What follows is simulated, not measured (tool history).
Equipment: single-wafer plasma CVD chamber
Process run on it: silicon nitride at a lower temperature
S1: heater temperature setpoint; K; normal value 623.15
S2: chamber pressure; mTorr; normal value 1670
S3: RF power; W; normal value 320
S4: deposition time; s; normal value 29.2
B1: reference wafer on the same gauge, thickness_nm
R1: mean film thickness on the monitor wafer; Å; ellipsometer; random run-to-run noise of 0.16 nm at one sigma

| run | hour | S1 | S2 | S3 | S4 | B1 | R1 |
|---|---|---|---|---|---|---|---|
| 1 | 0 | 623.15 | 1670 | 320 | 30.4 | 42.412 | 443.3 |
| 2 | 31 | 623.15 | 1670 | 320 | 30.4 | 42.405 | 445.87 |
| 3 | 55.1 | 623.15 | 1670 | 320 | 30.4 | 42.372 | 445.2 |
| 4 | 81.9 | 623.15 | 1670 | 320 | 29.2 | 42.457 | 427.41 |
| 5 | 106.3 | 623.15 | 1670 | 320 | 29.2 | 42.468 | 428.94 |
| 6 | 122.5 | 623.15 | 1670 | 320 | 29.2 | 42.48 | 427.49 |
| 7 | 155.8 | 623.15 | 1670 | 270 | 29.2 | 42.445 | 378.48 |
|  | 176.4 | thermocouple changed; heater temperature recalibrated |
| 8 | 185 | 623.15 | 1670 | 270 | 29.2 | 42.397 | 376.55 |
| 9 | 210 | 623.15 | 1670 | 270 | 29.2 | 42.43 | 380.91 |
| 10 | 228.5 | 623.15 | 1670 | 320 | 31 | 42.357 | 456.61 |
| 11 | 249.8 | 623.15 | 1670 | 320 | 29.2 | 42.417 | 427.94 |
| 12 | 274.8 | 623.15 | 1670 | 320 | 24.7 | 42.438 | 361.62 |
| 13 | 296.8 | 623.15 | 1670 | 320 | 29.2 | 42.428 | 431.84 |
| 14 | 314.2 | 623.15 | 1670 | 285 | 29.2 | 42.455 | 395.36 |
| 15 | 329.4 | 634.15 | 1340 | 320 | 23.9 | 42.391 | 325.29 |
|  | 337.5 | capacitance manometer re-zeroed and calibrated |
| 16 | 361.1 | 623.15 | 1670 | 320 | 24.7 | 42.376 | 357.26 |
| 17 | 374.1 | 619.15 | 1250 | 265 | 26 | 42.4 | 292.59 |
|  | 393.4 | gauge calibrated |
| 18 | 404 | 623.15 | 1670 | 340 | 27.2 | 42.467 | 406.72 |
| 19 | 419.3 | 623.15 | 1920 | 305 | 23.7 | 42.339 | 346.3 |
| 20 | 432 | 623.15 | 1670 | 360 | 26.2 | 42.409 | 411.11 |
|  | 443.9 | RF generator calibrated |
|  | 458.6 | showerhead replaced |
| 21 | 465.5 | 623.15 | 1670 | 360 | 26.2 | 42.396 | 430.67 |
| 22 | 491.9 | 623.15 | 1670 | 320 | 24.7 | 42.45 | 376.83 |
| 23 | 520.5 | 623.15 | 1960 | 320 | 29.2 | 42.416 | 468.67 |
| 24 | 550.3 | 629.15 | 1670 | 320 | 24.5 | 42.396 | 371.17 |
| 25 | 576.9 | 635.15 | 1390 | 345 | 29.2 | 42.494 | 429.62 |
| 26 | 600.7 | 611.15 | 1940 | 290 | 27.6 | 42.372 | 411.72 |
| 27 | 624 | 635.15 | 2000 | 370 | 34.9 | 42.375 | 616.1 |
| 28 | 646.3 | 623.15 | 1670 | 290 | 29.2 | 42.421 | 412.23 |

The logged runs with the hidden state left out (each run's random variation unchanged):
The hidden state here: wafer temperature above the value expected at the setpoint (K); delivered RF power above the setpoint (%); true pressure above the setpoint (%); gauge reads high (%).
| run | R1 |
|---|---|
| 1 | 465.94 |
| 2 | 468.25 |
| 3 | 467.22 |
| 4 | 448.19 |
| 5 | 449.45 |
| 6 | 447.7 |
| 7 | 397.29 |
| 8 | 394.86 |
| 9 | 399.06 |
| 10 | 476.37 |
| 11 | 446.09 |
| 12 | 376.57 |
| 13 | 449.28 |
| 14 | 412.06 |
| 15 | 337.36 |
| 16 | 381.53 |
| 17 | 313.67 |
| 18 | 433.77 |
| 19 | 370.14 |
| 20 | 437.78 |
| 21 | 432.7 |
| 22 | 379.5 |
| 23 | 473.04 |
| 24 | 375.49 |
| 25 | 435.22 |
| 26 | 418.08 |
| 27 | 625.85 |
| 28 | 419.76 |

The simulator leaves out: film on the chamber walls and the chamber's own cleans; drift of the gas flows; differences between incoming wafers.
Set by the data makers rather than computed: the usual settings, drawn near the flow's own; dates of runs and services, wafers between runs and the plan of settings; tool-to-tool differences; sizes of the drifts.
